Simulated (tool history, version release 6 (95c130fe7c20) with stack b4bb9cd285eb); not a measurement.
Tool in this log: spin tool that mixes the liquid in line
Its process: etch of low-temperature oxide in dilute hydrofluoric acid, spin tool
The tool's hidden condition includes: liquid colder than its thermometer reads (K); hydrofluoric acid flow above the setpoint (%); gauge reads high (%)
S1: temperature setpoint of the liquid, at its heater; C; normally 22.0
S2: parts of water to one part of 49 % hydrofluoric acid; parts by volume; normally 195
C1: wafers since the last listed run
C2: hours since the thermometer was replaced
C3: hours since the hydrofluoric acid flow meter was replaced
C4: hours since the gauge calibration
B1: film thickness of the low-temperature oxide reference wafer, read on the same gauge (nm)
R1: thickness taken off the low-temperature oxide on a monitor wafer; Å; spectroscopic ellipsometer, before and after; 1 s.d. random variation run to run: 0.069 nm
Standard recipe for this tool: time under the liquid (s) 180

Run 1, hour 0.0: usual settings; C1 0; C2 574.1; C3 1474.5; C4 317.2; B1 39.99. Result: R1 89.2 Å.
Run 2, hour 14.0: usual settings; C1 119; C2 588.1; C3 1488.5; C4 331.2; B1 40.00. Result: R1 90.1 Å.
Run 3, hour 61.2: usual settings; C1 401; C2 635.3; C3 1535.7; C4 378.4; B1 40.00. Result: R1 91.3 Å.
Run 4, hour 72.9: usual settings; C1 99; C2 647.0; C3 1547.4; C4 390.1; B1 40.01. Result: R1 89.8 Å.
Run 5, hour 84.8: usual settings; C1 101; C2 658.9; C3 1559.3; C4 402.0; B1 40.00. Result: R1 91.5 Å.
Run 6, hour 96.5: usual settings; C1 99; C2 670.6; C3 1571.0; C4 413.7; B1 39.99. Result: R1 91.0 Å.
Run 7, hour 104.9: usual settings; C1 71; C2 679.0; C3 1579.4; C4 422.1; B1 39.97. Result: R1 89.8 Å.
Run 8, hour 116.5: usual settings; C1 98; C2 690.6; C3 1591.0; C4 433.7; B1 40.01. Result: R1 88.7 Å.
Run 9, hour 133.2: usual settings; C1 142; C2 707.3; C3 1607.7; C4 450.4; B1 40.00. Result: R1 90.3 Å.
Run 10, hour 149.3: usual settings; C1 136; C2 723.4; C3 1623.8; C4 466.5; B1 40.02. Result: R1 90.7 Å.
Run 11, hour 165.8: usual settings; C1 140; C2 739.9; C3 1640.3; C4 483.0; B1 40.01. Result: R1 90.8 Å.
Run 12, hour 175.7: usual settings; C1 84; C2 749.8; C3 1650.2; C4 492.9; B1 40.01. Result: R1 90.7 Å.
At hour 177.5: gauge calibrated.
Run 13, hour 191.8: usual settings; C1 136; C2 765.9; C3 1666.3; C4 14.3; B1 40.01. Result: R1 90.9 Å.
Run 14, hour 200.8: usual settings but time under the liquid (s) 100; C1 76; C2 774.9; C3 1675.3; C4 23.3; B1 39.99. Result: R1 50.1 Å.
At hour 210.1: hydrofluoric acid flow meter replaced.
Run 15, hour 212.5: usual settings but S1 18.0 C, S2 165 parts by volume; C1 91; C2 786.6; C3 2.4; C4 35.0; B1 40.00. Result: R1 94.2 Å.
Run 16, hour 224.9: usual settings but S1 26.5 C, S2 105 parts by volume; C1 105; C2 799.0; C3 14.8; C4 47.4; B1 39.99. Result: R1 220.0 Å.
Run 17, hour 240.0: usual settings but S1 17.0 C, S2 95 parts by volume, time under the liquid (s) 100; C1 128; C2 814.1; C3 29.9; C4 62.5; B1 40.00. Result: R1 94.1 Å.
Run 18, hour 255.0: usual settings; C1 127; C2 829.1; C3 44.9; C4 77.5; B1 40.00. Result: R1 90.6 Å.
At hour 270.0: thermometer replaced.
Run 19, hour 270.5: usual settings; C1 123; C2 0.5; C3 60.4; C4 93.0; B1 39.99. Result: R1 89.9 Å.
Run 20, hour 277.8: usual settings; C1 62; C2 7.8; C3 67.7; C4 100.3; B1 40.01. Result: R1 90.4 Å.
Run 21, hour 294.7: usual settings but S2 155 parts by volume; C1 143; C2 24.7; C3 84.6; C4 117.2; B1 40.01. Result: R1 118.4 Å.
Run 22, hour 306.5: usual settings but S2 260 parts by volume, time under the liquid (s) 275; C1 100; C2 36.5; C3 96.4; C4 129.0; B1 39.98. Result: R1 98.4 Å.
Run 23, hour 316.6: usual settings but S1 24.5 C, S2 230 parts by volume, time under the liquid (s) 250; C1 85; C2 46.6; C3 106.5; C4 139.1; B1 40.01. Result: R1 113.3 Å.
Run 24, hour 329.6: usual settings but S2 260 parts by volume; C1 110; C2 59.6; C3 119.5; C4 152.1; B1 39.99. Result: R1 63.6 Å.
Run 25, hour 336.1: usual settings but S1 20.0 C, time under the liquid (s) 130; C1 55; C2 66.1; C3 126.0; C4 158.6; B1 40.00. Result: R1 61.0 Å.
Run 26, hour 350.3: usual settings; C1 120; C2 80.3; C3 140.2; C4 172.8; B1 39.99. Result: R1 91.2 Å.
Run 27, hour 367.7: usual settings but S2 95 parts by volume, time under the liquid (s) 265; C1 147; C2 97.7; C3 157.6; C4 190.2; B1 40.00. Result: R1 305.3 Å.
Run 28, hour 381.7: usual settings but S1 19.5 C, time under the liquid (s) 110; C1 119; C2 111.7; C3 171.6; C4 204.2; B1 39.99. Result: R1 50.4 Å.
Run 29, hour 398.4: usual settings but S1 24.0 C, time under the liquid (s) 110; C1 142; C2 128.4; C3 188.3; C4 220.9; B1 40.01. Result: R1 58.9 Å.
Run 30, hour 409.8: usual settings but S1 17.5 C, S2 165 parts by volume, time under the liquid (s) 290; C1 96; C2 139.8; C3 199.7; C4 232.3; B1 40.01. Result: R1 148.0 Å.
Run 31, hour 420.7: usual settings but time under the liquid (s) 215; C1 92; C2 150.7; C3 210.6; C4 243.2; B1 40.00. Result: R1 108.4 Å.
Run 32, hour 428.9: usual settings; C1 69; C2 158.9; C3 218.8; C4 251.4; B1 40.00. Result: R1 90.7 Å.

List, for all runs, the conditions of the tool that the log does not record:
liquid colder than its thermometer reads (K): 0 at every run
hydrofluoric acid flow above the setpoint (%): 0 at every run
gauge reads high (%): 0 at every run
